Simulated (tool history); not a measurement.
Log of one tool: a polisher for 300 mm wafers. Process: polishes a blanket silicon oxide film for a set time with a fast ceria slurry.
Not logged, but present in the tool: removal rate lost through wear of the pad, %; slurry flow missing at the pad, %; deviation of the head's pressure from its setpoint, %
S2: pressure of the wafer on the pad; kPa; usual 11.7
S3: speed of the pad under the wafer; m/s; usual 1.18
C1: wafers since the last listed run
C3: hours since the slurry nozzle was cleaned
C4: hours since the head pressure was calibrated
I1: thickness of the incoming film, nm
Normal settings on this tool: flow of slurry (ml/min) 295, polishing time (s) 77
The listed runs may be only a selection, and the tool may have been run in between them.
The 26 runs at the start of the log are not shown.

At hour 828.8: worn pad replaced by a new one.
Run 27, hour 890: usual settings but flow of slurry (ml/min) 260, S2 9.7 kPa; C1 755; wafers polished on this pad 666; C3 139.4; C4 174.1; I1 3677.3. Result: film removed (nm) 842.7.
Run 28, hour 921: usual settings but flow of slurry (ml/min) 265, S2 8.3 kPa, S3 1.54 m/s, polishing time (s) 54; C1 337; wafers polished on this pad 1003; C3 170.4; C4 205.1; I1 3658.1. Result: film removed (nm) 604.5.
Run 29, hour 957: usual settings but S3 0.84 m/s; C1 391; wafers polished on this pad 1394; C3 206.4; C4 241.1; I1 3572.3. Result: film removed (nm) 823.8.
Run 30, hour 980.9: usual settings; C1 259; wafers polished on this pad 1654; C3 230.3; C4 265; I1 3630.3. Result: film removed (nm) 1012.8.
Run 31, hour 1008.1: usual settings but S2 9.7 kPa, S3 0.9 m/s, polishing time (s) 96; C1 295; wafers polished on this pad 1950; C3 257.5; C4 292.2; I1 3654.9. Result: film removed (nm) 877.7.
Run 32, hour 1042.5: usual settings but S2 15.2 kPa, S3 1 m/s, polishing time (s) 93; C1 374; wafers polished on this pad 2324; C3 291.9; C4 326.6; I1 3624.8. Result: film removed (nm) 1372.7.
Run 33, hour 1068.3: usual settings but S2 7.6 kPa, S3 1.54 m/s, polishing time (s) 84; C1 280; wafers polished on this pad 2605; C3 317.7; C4 352.4; I1 3631.8. Result: film removed (nm) 859.8.
At hour 1088.5: worn pad replaced by a new one.
Run 34, hour 1096.1: usual settings but flow of slurry (ml/min) 225, S3 1.46 m/s, polishing time (s) 51; C1 258; wafers polished on this pad 83; C3 345.5; C4 380.2; I1 3600.1. Result: film removed (nm) 758.7.
Run 35, hour 1115.8: usual settings; C1 214; wafers polished on this pad 297; C3 365.2; C4 399.9; I1 3565.9. Result: film removed (nm) 999.8.
Run 36, hour 1138.2: usual settings; C1 243; wafers polished on this pad 540; C3 387.6; C4 422.3; I1 3625. Result: film removed (nm) 1022.

Each row is a separate what-if for the run after 36, all from the same tool condition, not one after another. Results?
Run A, hour 1138.6: usual settings but S3 1.52 m/s; C1 4; wafers polished on this pad 545; C3 388; C4 422.7; I1 3603.7. Result: film removed (nm) ?.
Run B, hour 1138.6: usual settings but flow of slurry (ml/min) 200; C1 4; wafers polished on this pad 545; C3 388; C4 422.7; I1 3603.7. Result: film removed (nm) ?.
Run C, hour 1138.6: usual settings but flow of slurry (ml/min) 355, S3 1.06 m/s, polishing time (s) 52; C1 4; wafers polished on this pad 545; C3 388; C4 422.7; I1 3603.7. Result: film removed (nm) ?.
Run D, hour 1138.6: usual settings but polishing time (s) 96; C1 4; wafers polished on this pad 545; C3 388; C4 422.7; I1 3603.7. Result: film removed (nm) ?.
Run E, hour 1138.6: usual settings but flow of slurry (ml/min) 210, S3 0.84 m/s, polishing time (s) 87; C1 4; wafers polished on this pad 545; C3 388; C4 422.7; I1 3603.7. Result: film removed (nm) ?.

run  film removed (nm)
  A             1155.1
  B              961.9
  C              631.1
  D             1227.8
  E              901.7
The same runs, with their run-to-run variation unchanged, on a tool lacking any hidden condition would have given:
run  film removed (nm)
  A             1155.1
  B              961.9
  C              631.1
  D             1227.8
  E              901.7
